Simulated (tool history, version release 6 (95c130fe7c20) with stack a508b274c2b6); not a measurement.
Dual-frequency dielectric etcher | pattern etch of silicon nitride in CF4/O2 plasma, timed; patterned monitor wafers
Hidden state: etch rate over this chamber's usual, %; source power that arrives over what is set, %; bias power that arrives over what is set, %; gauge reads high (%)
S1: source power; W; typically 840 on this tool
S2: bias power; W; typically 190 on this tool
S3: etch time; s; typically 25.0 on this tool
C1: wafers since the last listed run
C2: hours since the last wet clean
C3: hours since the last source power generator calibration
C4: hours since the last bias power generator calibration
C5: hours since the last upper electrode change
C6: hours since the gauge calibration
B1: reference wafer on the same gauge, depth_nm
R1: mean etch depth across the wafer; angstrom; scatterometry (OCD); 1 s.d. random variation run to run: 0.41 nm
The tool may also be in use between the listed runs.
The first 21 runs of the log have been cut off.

run 22 day=11.758 | S1=840 S2=217 S3=17.5 | C1=30 C2=3.4 C3=214.0 C4=293.2 C5=140.1 C6=214.5 | B1=81.3 | R1=526
run 23 day=12.492 | S1=840 S2=190 S3=25.0 | C1=207 C2=21.0 C3=231.6 C4=310.8 C5=157.7 C6=232.1 | B1=81.4 | R1=715
run 24 day=12.954 | S1=970 S2=149 S3=17.5 | C1=130 C2=32.1 C3=242.7 C4=321.9 C5=168.8 C6=243.2 | B1=81.4 | R1=526
run 25 day=13.275 | S1=910 S2=208 S3=23.0 | C1=90 C2=39.8 C3=250.4 C4=329.6 C5=176.5 C6=250.9 | B1=81.2 | R1=715
run 26 day=13.988 | S1=840 S2=190 S3=18.0 | C1=201 C2=56.9 C3=267.5 C4=346.7 C5=193.6 C6=268.0 | B1=81.2 | R1=522
run 27 day=14.504 | S1=770 S2=190 S3=27.0 | C1=146 C2=69.3 C3=279.9 C4=359.1 C5=206.0 C6=280.4 | B1=81.3 | R1=741
run 28 day=15.000 | S1=840 S2=190 S3=25.0 | C1=140 C2=81.2 C3=291.8 C4=371.0 C5=217.9 C6=292.3 | B1=81.3 | R1=726
run 29 day=15.508 | S1=840 S2=190 S3=25.0 | C1=143 C2=93.4 C3=304.0 C4=383.2 C5=230.1 C6=304.5 | B1=81.4 | R1=720
run 30 day=15.779 | S1=840 S2=190 S3=25.0 | C1=76 C2=99.9 C3=310.5 C4=389.7 C5=236.6 C6=311.0 | B1=81.3 | R1=726
run 31 day=16.475 | S1=840 S2=169 S3=25.0 | C1=196 C2=116.6 C3=327.2 C4=406.4 C5=253.3 C6=327.7 | B1=81.3 | R1=708

Alternative continuations, all from the tool just after run 31; predict every row:
run A day=16.492 | S1=840 S2=190 S3=25.0 | C1=4 C2=117.0 C3=327.6 C4=406.8 C5=253.7 C6=328.1 | B1=? | R1=?
run B day=16.492 | S1=840 S2=190 S3=30.0 | C1=4 C2=117.0 C3=327.6 C4=406.8 C5=253.7 C6=328.1 | B1=? | R1=?
run C day=16.492 | S1=840 S2=177 S3=29.5 | C1=4 C2=117.0 C3=327.6 C4=406.8 C5=253.7 C6=328.1 | B1=? | R1=?

run=A B1=81.3 R1=722
run=B B1=81.3 R1=867
run=C B1=81.3 R1=838
Without the tool's unlogged condition, the same runs would have read:
run=A R1=718
run=B R1=861
run=C R1=832
